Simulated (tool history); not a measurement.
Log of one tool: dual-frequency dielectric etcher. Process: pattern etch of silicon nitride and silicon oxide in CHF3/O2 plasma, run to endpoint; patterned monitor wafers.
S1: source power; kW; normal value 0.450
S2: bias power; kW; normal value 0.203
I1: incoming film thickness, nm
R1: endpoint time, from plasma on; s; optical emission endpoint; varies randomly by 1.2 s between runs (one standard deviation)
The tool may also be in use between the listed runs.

run    hour     S1     S2     I1     R1
  1     0.0  0.450  0.203  292.2  201.1
  2    83.6  0.450  0.203  296.4  206.7
  3   171.9  0.450  0.203  294.9  207.5
  4   258.0  0.450  0.203  295.8  209.0
  5   337.7  0.450  0.203  296.0  210.5
  6   564.1  0.480  0.203  293.7  197.6
  7   770.2  0.470  0.203  295.0  204.1
  8   835.3  0.450  0.188  297.0  213.5
  9   928.4  0.450  0.188  297.7  215.8
 10   983.9  0.450  0.188  295.8  213.8
 11  1054.7  0.410  0.203  292.2  217.0
 12  1146.7  0.450  0.203  294.4  203.4
 13  1198.0  0.550  0.220  294.0  183.4
 14  1285.8  0.540  0.236  295.9  183.9
 15  1336.0  0.400  0.203  293.6  215.8
 16  1420.3  0.360  0.203  296.8  229.6
 17  1466.7  0.450  0.203  295.3  209.4
 18  1515.8  0.500  0.254  295.9  190.2
 19  1601.1  0.450  0.247  298.1  203.0
 20  1670.3  0.450  0.203  297.1  204.8
 21  1753.0  0.510  0.250  296.2  186.5
 22  1815.1  0.450  0.203  293.7  204.7
 23  1851.5  0.450  0.203  296.4  208.6
 24  1943.3  0.420  0.203  295.3  216.0
 25  1990.7  0.340  0.187  296.7  238.1

Between the runs listed above, the log contained 6 entries, not reproduced here. Where in the sequence does each belong, and how does what the log doesn't record of the tool's condition differ from the listed run before to the listed run after?
In the gap between runs 5 and 6: wet clean of the chamber (hour 532.7)
  etch rate over this chamber's usual, %: -3.39 -> -0.37
  measured less the result without the state, R1: +7.1 -> +0.7 s
In the gap between runs 6 and 7: bias power generator calibrated (hour 615.4)
  etch rate over this chamber's usual, %: -0.37 -> -2.19
  measured less the result without the state, R1: +0.7 -> +4.5 s
In the gap between runs 8 and 9: source power generator calibrated (hour 922.6)
  etch rate over this chamber's usual, %: -2.76 -> -3.58
  measured less the result without the state, R1: +5.9 -> +7.7 s
In the gap between runs 11 and 12: upper electrode replaced (hour 1099.5); wet clean of the chamber (hour 1146.2)
  etch rate over this chamber's usual, %: -4.7 -> -0.572
  measured less the result without the state, R1: +10.2 -> +1.2 s
In the gap between runs 19 and 20: wet clean of the chamber (hour 1669.8)
  etch rate over this chamber's usual, %: -4.58 -> 0.0371
  measured less the result without the state, R1: +9.3 -> +0.0 s
